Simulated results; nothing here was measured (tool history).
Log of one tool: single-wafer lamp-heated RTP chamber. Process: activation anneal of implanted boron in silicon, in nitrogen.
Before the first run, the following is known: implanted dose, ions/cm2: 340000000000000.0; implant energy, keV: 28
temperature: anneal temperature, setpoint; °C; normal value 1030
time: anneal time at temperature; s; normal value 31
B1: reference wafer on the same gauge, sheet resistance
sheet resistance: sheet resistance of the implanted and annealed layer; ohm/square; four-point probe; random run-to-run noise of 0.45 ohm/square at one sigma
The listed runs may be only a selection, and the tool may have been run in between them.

Run 1, hour 0: usual settings; B1 281.04. Result: sheet resistance 303.33 ohm/square.
At hour 10.9: pyrometer window cleaned and pyrometer calibrated.
Run 2, hour 33.8: usual settings; B1 281.09. Result: sheet resistance 302.98 ohm/square.
Run 3, hour 65.8: usual settings; B1 281.17. Result: sheet resistance 302.79 ohm/square.
Run 4, hour 99.8: usual settings; B1 280.95. Result: sheet resistance 303.33 ohm/square.
Run 5, hour 128.2: usual settings; B1 280.93. Result: sheet resistance 304.16 ohm/square.
Run 6, hour 147.2: usual settings but temperature 1018 °C; B1 280.85. Result: sheet resistance 305.64 ohm/square.
Run 7, hour 176.9: usual settings; B1 280.88. Result: sheet resistance 303.01 ohm/square.
Run 8, hour 204.5: usual settings; B1 281.05. Result: sheet resistance 303.35 ohm/square.
Run 9, hour 216.9: usual settings; B1 281.01. Result: sheet resistance 303.16 ohm/square.
Run 10, hour 247.6: usual settings; B1 281.12. Result: sheet resistance 303.07 ohm/square.
Run 11, hour 280.9: usual settings but time 13 s; B1 280.9. Result: sheet resistance 305.98 ohm/square.

Predict the results of run 12:
Run 12, hour 308.1: usual settings but temperature 1052 °C, time 45 s; B1 ?. Result: sheet resistance ?.

Run 12 measured B1 281.05, sheet resistance 300.98 ohm/square.
With no hidden state in the tool, this same run would have given sheet resistance 300.98 ohm/square.
